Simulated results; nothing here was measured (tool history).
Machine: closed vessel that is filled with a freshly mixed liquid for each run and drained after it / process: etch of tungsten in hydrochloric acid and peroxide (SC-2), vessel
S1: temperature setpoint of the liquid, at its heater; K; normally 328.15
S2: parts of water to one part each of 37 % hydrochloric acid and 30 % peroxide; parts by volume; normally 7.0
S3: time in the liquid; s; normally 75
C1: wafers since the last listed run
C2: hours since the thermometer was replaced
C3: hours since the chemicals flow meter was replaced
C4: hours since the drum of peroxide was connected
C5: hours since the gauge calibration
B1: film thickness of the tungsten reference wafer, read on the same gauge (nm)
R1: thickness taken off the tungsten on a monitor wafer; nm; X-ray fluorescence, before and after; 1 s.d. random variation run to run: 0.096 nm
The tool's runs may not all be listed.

run 1 day=0.000 | S1=328.15 S2=7.0 S3=75 | C1=0 C2=2056.7 C3=1333.7 C4=928.3 C5=672.3 | B1=110.00 | R1=24.70
run 2 day=0.738 | S1=328.15 S2=7.0 S3=90 | C1=1195 C2=2074.4 C3=1351.4 C4=946.0 C5=690.0 | B1=109.99 | R1=29.64
-- day=1.192 gauge calibrated
run 3 day=2.675 | S1=328.15 S2=7.0 S3=90 | C1=3140 C2=2120.9 C3=1397.9 C4=992.5 C5=35.6 | B1=109.99 | R1=29.63
run 4 day=2.958 | S1=332.15 S2=7.0 S3=110 | C1=459 C2=2127.7 C3=1404.7 C4=999.3 C5=42.4 | B1=109.99 | R1=46.52
run 5 day=3.542 | S1=328.15 S2=9.5 S3=65 | C1=945 C2=2141.7 C3=1418.7 C4=1013.3 C5=56.4 | B1=110.01 | R1=16.68
run 6 day=3.992 | S1=328.15 S2=4.5 S3=75 | C1=729 C2=2152.5 C3=1429.5 C4=1024.1 C5=67.2 | B1=110.01 | R1=34.04
-- day=4.246 new drum of peroxide connected
run 7 day=4.267 | S1=328.15 S2=4.5 S3=75 | C1=378 C2=2159.1 C3=1436.1 C4=0.5 C5=73.8 | B1=109.99 | R1=36.37
run 8 day=4.746 | S1=328.15 S2=7.0 S3=75 | C1=776 C2=2170.6 C3=1447.6 C4=12.0 C5=85.3 | B1=110.00 | R1=26.15
run 9 day=5.162 | S1=322.15 S2=4.5 S3=75 | C1=675 C2=2180.6 C3=1457.6 C4=22.0 C5=95.3 | B1=109.99 | R1=24.19
run 10 day=5.779 | S1=331.65 S2=10.0 S3=110 | C1=999 C2=2195.4 C3=1472.4 C4=36.8 C5=110.1 | B1=110.00 | R1=35.71
run 11 day=6.296 | S1=332.15 S2=5.5 S3=75 | C1=837 C2=2207.8 C3=1484.8 C4=49.2 C5=122.5 | B1=110.00 | R1=40.39
run 12 day=6.954 | S1=328.15 S2=7.0 S3=40 | C1=1066 C2=2223.6 C3=1500.6 C4=65.0 C5=138.3 | B1=110.00 | R1=13.91
run 13 day=7.633 | S1=331.65 S2=7.0 S3=50 | C1=1100 C2=2239.9 C3=1516.9 C4=81.3 C5=154.6 | B1=109.99 | R1=21.67
run 14 day=8.133 | S1=330.65 S2=7.0 S3=95 | C1=810 C2=2251.9 C3=1528.9 C4=93.3 C5=166.6 | B1=110.02 | R1=38.68
run 15 day=8.712 | S1=328.15 S2=7.0 S3=30 | C1=938 C2=2265.8 C3=1542.8 C4=107.2 C5=180.5 | B1=110.00 | R1=10.47
-- day=9.246 chemicals flow meter replaced
run 16 day=9.267 | S1=328.15 S2=7.0 S3=115 | C1=830 C2=2279.1 C3=0.5 C4=120.5 C5=193.8 | B1=110.02 | R1=39.95
-- day=9.383 thermometer replaced
run 17 day=9.904 | S1=328.15 S2=7.0 S3=75 | C1=965 C2=12.5 C3=15.8 C4=135.8 C5=209.1 | B1=110.00 | R1=25.89
run 18 day=10.221 | S1=322.65 S2=8.5 S3=75 | C1=513 C2=20.1 C3=23.4 C4=143.4 C5=216.7 | B1=109.99 | R1=15.42
run 19 day=10.946 | S1=321.65 S2=7.0 S3=75 | C1=1175 C2=37.5 C3=40.8 C4=160.8 C5=234.1 | B1=109.98 | R1=16.90
run 20 day=11.279 | S1=335.65 S2=10.5 S3=100 | C1=540 C2=45.5 C3=48.8 C4=168.8 C5=242.1 | B1=110.02 | R1=39.61
run 21 day=11.583 | S1=328.15 S2=9.5 S3=75 | C1=492 C2=52.8 C3=56.1 C4=176.1 C5=249.4 | B1=110.00 | R1=20.33
run 22 day=12.050 | S1=336.65 S2=9.5 S3=60 | C1=756 C2=64.0 C3=67.3 C4=187.3 C5=260.6 | B1=110.01 | R1=27.67
run 23 day=12.579 | S1=337.65 S2=9.5 S3=100 | C1=857 C2=76.7 C3=80.0 C4=200.0 C5=273.3 | B1=110.00 | R1=48.80
run 24 day=12.988 | S1=323.15 S2=7.0 S3=75 | C1=661 C2=86.5 C3=89.8 C4=209.8 C5=283.1 | B1=109.99 | R1=18.58
run 25 day=13.250 | S1=328.15 S2=7.0 S3=105 | C1=425 C2=92.8 C3=96.1 C4=216.1 C5=289.4 | B1=110.00 | R1=36.07
run 26 day=13.792 | S1=334.15 S2=5.5 S3=100 | C1=877 C2=105.8 C3=109.1 C4=229.1 C5=302.4 | B1=109.98 | R1=60.25
run 27 day=14.308 | S1=337.65 S2=5.5 S3=120 | C1=837 C2=118.2 C3=121.5 C4=241.5 C5=314.8 | B1=110.01 | R1=89.58
run 28 day=14.638 | S1=322.15 S2=9.5 S3=100 | C1=533 C2=126.1 C3=129.4 C4=249.4 C5=322.7 | B1=109.99 | R1=18.13
run 29 day=15.146 | S1=328.15 S2=7.0 S3=75 | C1=823 C2=138.3 C3=141.6 C4=261.6 C5=334.9 | B1=110.02 | R1=25.80
run 30 day=15.829 | S1=328.15 S2=7.0 S3=75 | C1=1107 C2=154.7 C3=158.0 C4=278.0 C5=351.3 | B1=110.00 | R1=25.81
run 31 day=16.446 | S1=328.15 S2=9.5 S3=65 | C1=999 C2=169.5 C3=172.8 C4=292.8 C5=366.1 | B1=109.99 | R1=17.47

Hidden condition of the tool, last listed run before each entry between runs versus first listed run after:
After run 2, before run 3: gauge calibrated (day 1.192)
  peroxide weaker than its label (%): 5.97 -> 6.23
  measured value less the no-hidden-state value, R1: -1.67 -> -1.75 nm
After run 6, before run 7: new drum of peroxide connected (day 4.246)
  peroxide weaker than its label (%): 6.41 -> 0.0199
  measured value less the no-hidden-state value, R1: -1.97 -> +0.00 nm
After run 15, before run 16: chemicals flow meter replaced (day 9.246)
  peroxide weaker than its label (%): 0.62 -> 0.695
  measured value less the no-hidden-state value, R1: -0.06 -> -0.24 nm
After run 16, before run 17: thermometer replaced (day 9.383)
  peroxide weaker than its label (%): 0.695 -> 0.781
  measured value less the no-hidden-state value, R1: -0.24 -> -0.18 nm

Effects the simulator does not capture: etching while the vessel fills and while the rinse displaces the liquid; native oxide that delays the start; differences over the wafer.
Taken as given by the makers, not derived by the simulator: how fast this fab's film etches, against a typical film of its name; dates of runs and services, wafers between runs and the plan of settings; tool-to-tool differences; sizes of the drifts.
